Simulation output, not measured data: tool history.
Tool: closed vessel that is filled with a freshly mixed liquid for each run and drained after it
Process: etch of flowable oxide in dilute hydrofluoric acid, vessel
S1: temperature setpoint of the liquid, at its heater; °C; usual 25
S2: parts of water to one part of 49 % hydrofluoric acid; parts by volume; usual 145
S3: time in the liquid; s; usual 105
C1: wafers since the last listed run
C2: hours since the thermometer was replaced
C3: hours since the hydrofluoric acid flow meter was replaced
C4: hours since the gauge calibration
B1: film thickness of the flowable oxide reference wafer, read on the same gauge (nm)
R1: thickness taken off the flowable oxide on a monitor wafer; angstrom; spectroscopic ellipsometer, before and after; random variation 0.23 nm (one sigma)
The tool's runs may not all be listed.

Run 1, hour 0: usual settings but S1 28 °C; C1 0; C2 1018.1; C3 1056.6; C4 438.2; B1 40.01. Result: R1 414.9 angstrom.
Run 2, hour 70.1: usual settings but S1 22 °C, S3 130 s; C1 7190; C2 1088.2; C3 1126.7; C4 508.3; B1 40. Result: R1 409.2 angstrom.
Run 3, hour 124.6: usual settings but S2 125 parts by volume; C1 5590; C2 1142.7; C3 1181.2; C4 562.8; B1 40.01. Result: R1 446.5 angstrom.
Run 4, hour 186.9: usual settings but S2 125 parts by volume; C1 6390; C2 1205; C3 1243.5; C4 625.1; B1 40.04. Result: R1 443.6 angstrom.
Run 5, hour 237.3: usual settings but S1 21 °C; C1 5169; C2 1255.4; C3 1293.9; C4 675.5; B1 39.98. Result: R1 318.2 angstrom.
At hour 248: hydrofluoric acid flow meter replaced.
Run 6, hour 305.5: usual settings; C1 6893; C2 1323.6; C3 57.5; C4 743.7; B1 40.01. Result: R1 373.8 angstrom.
At hour 323.3: thermometer replaced.
Run 7, hour 357.6: usual settings; C1 5241; C2 34.3; C3 109.6; C4 795.8; B1 40.03. Result: R1 349 angstrom.
Run 8, hour 394.4: usual settings; C1 3774; C2 71.1; C3 146.4; C4 832.6; B1 39.99. Result: R1 344.8 angstrom.

Run 9 comes next. What will it give?
At hour 404.4: gauge calibrated.
Run 9, hour 431.6: usual settings but S3 70 s; C1 3815; C2 108.3; C3 183.6; C4 27.2; B1 ?. Result: R1 ?.

Run 9 gave B1 39.99, R1 236 angstrom.
Without the tool's hidden state the same run would have given R1 230.6 angstrom.

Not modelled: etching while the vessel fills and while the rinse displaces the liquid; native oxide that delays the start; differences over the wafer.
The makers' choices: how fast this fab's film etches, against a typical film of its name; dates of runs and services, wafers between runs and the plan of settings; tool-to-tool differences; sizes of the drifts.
